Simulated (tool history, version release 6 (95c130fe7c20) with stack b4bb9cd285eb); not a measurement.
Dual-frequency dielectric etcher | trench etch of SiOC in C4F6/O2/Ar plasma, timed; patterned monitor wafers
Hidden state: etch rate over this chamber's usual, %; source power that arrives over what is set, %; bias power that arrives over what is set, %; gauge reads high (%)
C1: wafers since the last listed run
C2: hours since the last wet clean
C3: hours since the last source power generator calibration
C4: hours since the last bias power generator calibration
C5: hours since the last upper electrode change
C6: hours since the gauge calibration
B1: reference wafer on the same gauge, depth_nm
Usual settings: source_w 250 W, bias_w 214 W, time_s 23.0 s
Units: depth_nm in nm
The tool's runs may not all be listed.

run 1 hour=0.0 | source_w=250 bias_w=214 time_s=18.0 | C1=0 C2=478.8 C3=4019.0 C4=4572.3 C5=4406.1 C6=106.9 | B1=41.47 | depth_nm=35.07
run 2 hour=16.7 | source_w=270 bias_w=214 time_s=23.0 | C1=303 C2=495.5 C3=4035.7 C4=4589.0 C5=4422.8 C6=123.6 | B1=41.50 | depth_nm=46.77
run 3 hour=22.9 | source_w=250 bias_w=214 time_s=23.0 | C1=112 C2=501.7 C3=4041.9 C4=4595.2 C5=4429.0 C6=129.8 | B1=41.48 | depth_nm=44.69
run 4 hour=35.0 | source_w=250 bias_w=214 time_s=23.0 | C1=220 C2=513.8 C3=4054.0 C4=4607.3 C5=4441.1 C6=141.9 | B1=41.50 | depth_nm=44.95
-- hour=73.5 wet clean of the chamber
run 5 hour=74.0 | source_w=250 bias_w=214 time_s=23.0 | C1=272 C2=0.5 C3=4093.0 C4=4646.3 C5=4480.1 C6=180.9 | B1=41.49 | depth_nm=42.85
run 6 hour=74.3 | source_w=300 bias_w=214 time_s=23.0 | C1=5 C2=0.8 C3=4093.3 C4=4646.6 C5=4480.4 C6=181.2 | B1=41.51 | depth_nm=47.10
run 7 hour=77.7 | source_w=300 bias_w=214 time_s=23.0 | C1=61 C2=4.2 C3=4096.7 C4=4650.0 C5=4483.8 C6=184.6 | B1=41.49 | depth_nm=47.07
-- hour=82.6 gauge calibrated
run 8 hour=85.4 | source_w=300 bias_w=214 time_s=23.0 | C1=140 C2=11.9 C3=4104.4 C4=4657.7 C5=4491.5 C6=2.8 | B1=41.51 | depth_nm=47.21
run 9 hour=98.9 | source_w=250 bias_w=214 time_s=23.0 | C1=245 C2=25.4 C3=4117.9 C4=4671.2 C5=4505.0 C6=16.3 | B1=41.48 | depth_nm=43.01
run 10 hour=115.5 | source_w=250 bias_w=214 time_s=23.0 | C1=302 C2=42.0 C3=4134.5 C4=4687.8 C5=4521.6 C6=32.9 | B1=41.50 | depth_nm=43.10
run 11 hour=124.4 | source_w=250 bias_w=258 time_s=26.5 | C1=161 C2=50.9 C3=4143.4 C4=4696.7 C5=4530.5 C6=41.8 | B1=41.49 | depth_nm=53.28
run 12 hour=131.5 | source_w=300 bias_w=214 time_s=17.0 | C1=129 C2=58.0 C3=4150.5 C4=4703.8 C5=4537.6 C6=48.9 | B1=41.48 | depth_nm=34.90
-- hour=156.3 upper electrode replaced
-- hour=160.0 bias power generator calibrated
-- hour=163.8 source power generator calibrated
run 13 hour=164.3 | source_w=290 bias_w=257 time_s=25.5 | C1=23 C2=90.8 C3=0.5 C4=4.3 C5=8.0 C6=81.7 | B1=41.48 | depth_nm=55.48
run 14 hour=164.6 | source_w=250 bias_w=214 time_s=28.0 | C1=5 C2=91.1 C3=0.8 C4=4.6 C5=8.3 C6=82.0 | B1=41.52 | depth_nm=52.53
run 15 hour=164.9 | source_w=250 bias_w=164 time_s=17.0 | C1=5 C2=91.4 C3=1.1 C4=4.9 C5=8.6 C6=82.3 | B1=41.51 | depth_nm=29.04
run 16 hour=169.2 | source_w=250 bias_w=214 time_s=23.0 | C1=78 C2=95.7 C3=5.4 C4=9.2 C5=12.9 C6=86.6 | B1=41.47 | depth_nm=43.19
run 17 hour=180.4 | source_w=210 bias_w=178 time_s=23.0 | C1=203 C2=106.9 C3=16.6 C4=20.4 C5=24.1 C6=97.8 | B1=41.49 | depth_nm=36.42
run 18 hour=205.7 | source_w=310 bias_w=171 time_s=27.5 | C1=460 C2=132.2 C3=41.9 C4=45.7 C5=49.4 C6=123.1 | B1=41.51 | depth_nm=53.66
run 19 hour=220.9 | source_w=250 bias_w=214 time_s=23.0 | C1=276 C2=147.4 C3=57.1 C4=60.9 C5=64.6 C6=138.3 | B1=41.52 | depth_nm=43.39
run 20 hour=237.8 | source_w=200 bias_w=214 time_s=23.0 | C1=307 C2=164.3 C3=74.0 C4=77.8 C5=81.5 C6=155.2 | B1=41.50 | depth_nm=38.03

Forecast each of these 3 alternatives for the next run:
run A hour=238.2 | source_w=210 bias_w=214 time_s=23.0 | C1=7 C2=164.7 C3=74.4 C4=78.2 C5=81.9 C6=155.6 | B1=? | depth_nm=?
run B hour=238.2 | source_w=280 bias_w=198 time_s=17.5 | C1=7 C2=164.7 C3=74.4 C4=78.2 C5=81.9 C6=155.6 | B1=? | depth_nm=?
run C hour=238.2 | source_w=250 bias_w=258 time_s=23.0 | C1=7 C2=164.7 C3=74.4 C4=78.2 C5=81.9 C6=155.6 | B1=? | depth_nm=?

run=A B1=41.51 depth_nm=39.47
run=B B1=41.51 depth_nm=34.21
run=C B1=41.51 depth_nm=46.71
Without the tool's hidden state the same runs would have given:
run=A depth_nm=38.86
run=B depth_nm=33.68
run=C depth_nm=45.99
